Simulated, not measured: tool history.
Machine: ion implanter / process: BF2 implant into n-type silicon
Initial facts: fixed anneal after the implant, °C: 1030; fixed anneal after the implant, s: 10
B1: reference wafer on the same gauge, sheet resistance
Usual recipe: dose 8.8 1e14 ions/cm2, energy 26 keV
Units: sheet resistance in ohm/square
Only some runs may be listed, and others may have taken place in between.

{"run": 1, "hour": 0.0, "dose": 8.8, "energy": 26, "B1": 140.05, "sheet resistance": 163.51}
{"run": 2, "hour": 46.7, "dose": 8.8, "energy": 26, "B1": 140.01, "sheet resistance": 163.04}
{"run": 3, "hour": 108.7, "dose": 8.8, "energy": 26, "B1": 139.97, "sheet resistance": 162.9}
{"run": 4, "hour": 155.0, "dose": 10.78, "energy": 26, "B1": 140.05, "sheet resistance": 149.95}
{"run": 5, "hour": 205.3, "dose": 10.78, "energy": 26, "B1": 140.06, "sheet resistance": 150.62}
{"run": 6, "hour": 264.5, "dose": 8.8, "energy": 26, "B1": 140.03, "sheet resistance": 164.55}
{"run": 7, "hour": 336.1, "dose": 8.8, "energy": 26, "B1": 140.1, "sheet resistance": 164.43}
{"run": 8, "hour": 406.8, "dose": 9.36, "energy": 26, "B1": 139.99, "sheet resistance": 158.56}
{"run": 9, "hour": 436.3, "dose": 9.36, "energy": 26, "B1": 140.04, "sheet resistance": 159.45}
{"run": 10, "hour": 473.2, "dose": 8.8, "energy": 23, "B1": 139.98, "sheet resistance": 171.41}
{"run": 11, "hour": 517.1, "dose": 8.8, "energy": 26, "B1": 140.02, "sheet resistance": 164.32}
{"run": 12, "hour": 581.3, "dose": 10.57, "energy": 26, "B1": 140.02, "sheet resistance": 150.41}
{"run": 13, "hour": 650.9, "dose": 10.61, "energy": 35, "B1": 140.02, "sheet resistance": 133.84}
{"run": 14, "hour": 683.8, "dose": 10.59, "energy": 21.5, "B1": 140.08, "sheet resistance": 163.04}
{"run": 15, "hour": 713.3, "dose": 8.11, "energy": 31.5, "B1": 139.95, "sheet resistance": 160.68}
{"run": 16, "hour": 775.3, "dose": 10.65, "energy": 22.5, "B1": 140.01, "sheet resistance": 158.83}
{"run": 17, "hour": 830.3, "dose": 8.8, "energy": 26, "B1": 140.02, "sheet resistance": 161.6}
{"run": 18, "hour": 899.9, "dose": 8.8, "energy": 26, "B1": 139.97, "sheet resistance": 161.98}
{"run": 19, "hour": 949.7, "dose": 7.07, "energy": 32, "B1": 140.02, "sheet resistance": 179.22}
{"run": 20, "hour": 994.8, "dose": 7.98, "energy": 33, "B1": 139.98, "sheet resistance": 163.41}
{"run": 21, "hour": 1207.0, "dose": 8.8, "energy": 26, "B1": 140.03, "sheet resistance": 166.07}
{"run": 22, "hour": 1238.9, "dose": 8.8, "energy": 26, "B1": 140.02, "sheet resistance": 165.37}
{"run": 23, "hour": 1263.4, "dose": 7.86, "energy": 19, "B1": 140, "sheet resistance": 194.66}
{"run": 24, "hour": 1295.8, "dose": 7.66, "energy": 17, "B1": 140.03, "sheet resistance": 203.67}
{"run": 25, "hour": 1346.8, "dose": 6.28, "energy": 22.5, "B1": 140, "sheet resistance": 210.66}
{"run": 26, "hour": 1378.8, "dose": 8.8, "energy": 26, "B1": 140.03, "sheet resistance": 165}
{"run": 27, "hour": 1415.7, "dose": 8.8, "energy": 31, "B1": 140.01, "sheet resistance": 154.62}
{"run": 28, "hour": 1447.3, "dose": 8.8, "energy": 23.5, "B1": 140.03, "sheet resistance": 170.39}
{"run": 29, "hour": 1517.4, "dose": 7.19, "energy": 29.5, "B1": 139.95, "sheet resistance": 177.83}
{"run": 30, "hour": 1550.4, "dose": 11.4, "energy": 21, "B1": 139.95, "sheet resistance": 161.43}
{"run": 31, "hour": 1591.1, "dose": 8.8, "energy": 34, "B1": 140.04, "sheet resistance": 149.36}
{"run": 32, "hour": 1617.2, "dose": 9.65, "energy": 26, "B1": 140, "sheet resistance": 156.17}
{"run": 33, "hour": 1680.9, "dose": 8.8, "energy": 26, "B1": 140.01, "sheet resistance": 163.36}
{"run": 34, "hour": 1732.6, "dose": 8.8, "energy": 26, "B1": 139.91, "sheet resistance": 165.62}
{"run": 35, "hour": 1781.9, "dose": 8.8, "energy": 26, "B1": 140.08, "sheet resistance": 165.3}
{"run": 36, "hour": 1837.9, "dose": 8.8, "energy": 18.5, "B1": 139.99, "sheet resistance": 186.36}

Not shown here: 5 entries made in the log between runs. Locate each between two listed runs and compare the hidden state at the listed run before it with the hidden state at the listed run after it:
After run 3, before run 4: Faraday cup replaced and dose calibrated (hour 154.5)
  deviation of the true dose from the Faraday cup's reading, %: 3.42 -> 0.897
  measured result minus the result with no hidden state, sheet resistance: -2.84 -> -0.53 ohm/square
After run 14, before run 15: gauge calibrated (hour 704.2)
  deviation of the true dose from the Faraday cup's reading, %: 2.76 -> 2.97
  measured result minus the result with no hidden state, sheet resistance: -1.57 -> -3.01 ohm/square
After run 18, before run 19: Faraday cup replaced and dose calibrated (hour 937.1)
  deviation of the true dose from the Faraday cup's reading, %: 4.59 -> -0.2
  measured result minus the result with no hidden state, sheet resistance: -3.76 -> +0.25 ohm/square
After run 21, before run 22: extraction supply calibrated (hour 1233.4)
  deviation of the true dose from the Faraday cup's reading, %: 0.283 -> 0.404
  measured result minus the result with no hidden state, sheet resistance: -0.24 -> -0.35 ohm/square
After run 33, before run 34: Faraday cup replaced and dose calibrated (hour 1729.7)
  deviation of the true dose from the Faraday cup's reading, %: 3.48 -> 0.161
  measured result minus the result with no hidden state, sheet resistance: -2.9 -> -0.14 ohm/square

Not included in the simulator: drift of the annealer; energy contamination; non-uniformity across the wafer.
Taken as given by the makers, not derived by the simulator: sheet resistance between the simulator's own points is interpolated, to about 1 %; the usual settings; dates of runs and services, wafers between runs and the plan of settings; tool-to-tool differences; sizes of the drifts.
